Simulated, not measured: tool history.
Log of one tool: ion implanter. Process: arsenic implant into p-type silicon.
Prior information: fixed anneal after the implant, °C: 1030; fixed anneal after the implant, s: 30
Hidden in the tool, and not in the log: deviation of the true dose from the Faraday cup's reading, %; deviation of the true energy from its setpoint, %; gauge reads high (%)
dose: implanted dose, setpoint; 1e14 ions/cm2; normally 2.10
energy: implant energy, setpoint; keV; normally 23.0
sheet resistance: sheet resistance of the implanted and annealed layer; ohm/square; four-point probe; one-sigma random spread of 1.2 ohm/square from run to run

run,day,dose,energy,wafers since the last listed run,hours since the last dose calibration,hours since the extraction supply was calibrated,hours since the gauge calibration,"read-back reference wafer on the same gauge, sheet resistance",sheet resistance
1,0.000,2.10,21.0,0,1462.8,2845.1,130.8,375.91,390.80
2,1.492,2.10,21.0,793,1498.6,2880.9,166.6,375.80,394.60
3,2.621,1.82,23.0,600,1525.7,2908.0,193.7,376.11,434.22
4,3.500,2.10,23.0,467,1546.8,2929.1,214.8,376.08,387.58
5,4.829,2.10,23.0,706,1578.7,2961.0,246.7,375.78,390.27
6,5.392,2.10,27.0,299,1592.2,2974.5,260.2,375.84,381.98
7,6.404,2.10,27.0,538,1616.5,2998.8,284.5,375.99,380.01
8,7.892,2.10,27.0,790,1652.2,3034.5,320.2,375.93,379.73
9,9.233,1.66,23.0,713,1684.4,3066.7,352.4,376.01,462.85
10,9.775,2.10,23.0,287,1697.4,3079.7,365.4,375.61,387.93
11,10.912,2.10,23.0,604,1724.7,3107.0,392.7,375.91,388.14
12,11.729,2.10,23.0,434,1744.3,3126.6,412.3,375.84,387.43
# day 12.300: Faraday cup replaced and dose calibrated
13,12.946,2.10,23.0,469,15.5,3155.8,441.5,375.83,385.34
# day 14.588: extraction supply calibrated
14,14.608,2.10,23.0,706,55.4,0.5,481.4,376.43,382.76
15,15.600,2.10,23.0,527,79.2,24.3,505.2,376.10,380.88
16,16.200,2.10,15.5,318,93.6,38.7,519.6,376.07,402.85
17,16.804,1.72,19.5,321,108.1,53.2,534.1,376.17,455.14
# day 18.804: Faraday cup replaced and dose calibrated, repeated, since the last time left the tool worse
# day 19.050: gauge calibrated
18,20.217,2.10,23.0,1636,33.9,135.1,28.0,376.14,397.77
19,24.521,2.10,30.0,2288,137.2,238.4,131.3,375.59,382.43
20,25.754,2.55,28.0,655,166.8,268.0,160.9,376.08,334.82
21,27.112,2.10,23.0,722,199.4,300.6,193.5,375.97,394.74
22,27.658,2.49,23.0,290,212.5,313.7,206.6,376.16,348.68
23,28.438,2.10,23.0,414,231.2,332.4,225.3,375.98,396.00
24,29.900,1.61,23.0,777,266.3,367.5,260.4,375.64,482.88
25,30.638,2.10,28.0,392,284.0,385.2,278.1,375.94,385.13
26,31.575,2.10,23.0,498,306.5,407.7,300.6,376.06,396.84
27,33.062,1.90,29.5,790,342.2,443.4,336.3,376.05,411.13
28,34.188,2.47,20.5,598,369.2,470.4,363.3,375.94,355.38
29,35.567,1.93,15.0,733,402.3,503.5,396.4,375.84,441.51
30,36.196,2.30,27.5,334,417.4,518.6,411.5,376.04,358.30

Pick out some run-to-run changes in sheet resistance. Of each, how much would a tool without hidden state show as well, from the settings, what came in and chance, and how much is left for the hidden state and any gauge scatter not in both results compared?
Run 8 -> 9: dose 2.10 -> 1.66, energy 27.0 -> 23.0. sheet resistance +83.12 ohm/square: hidden state -2.21, all else +85.33.
Run 12 -> 13: Faraday cup replaced and dose calibrated. sheet resistance -2.09 ohm/square: hidden state -5.75, all else +3.66.
Run 17 -> 18: dose 1.72 -> 2.10, energy 19.5 -> 23.0, Faraday cup replaced and dose calibrated, repeated, since the last time left the tool worse, gauge calibrated. sheet resistance -57.37 ohm/square: hidden state +20.99, all else -78.36.
Run 23 -> 24: dose 2.10 -> 1.61. sheet resistance +86.88 ohm/square: hidden state -1.14, all else +88.02.
Run 24 -> 25: dose 1.61 -> 2.10, energy 23.0 -> 28.0. sheet resistance -97.75 ohm/square: hidden state +0.66, all else -98.41.
Run 28 -> 29: dose 2.47 -> 1.93, energy 20.5 -> 15.0. sheet resistance +86.13 ohm/square: hidden state -1.47, all else +87.60.

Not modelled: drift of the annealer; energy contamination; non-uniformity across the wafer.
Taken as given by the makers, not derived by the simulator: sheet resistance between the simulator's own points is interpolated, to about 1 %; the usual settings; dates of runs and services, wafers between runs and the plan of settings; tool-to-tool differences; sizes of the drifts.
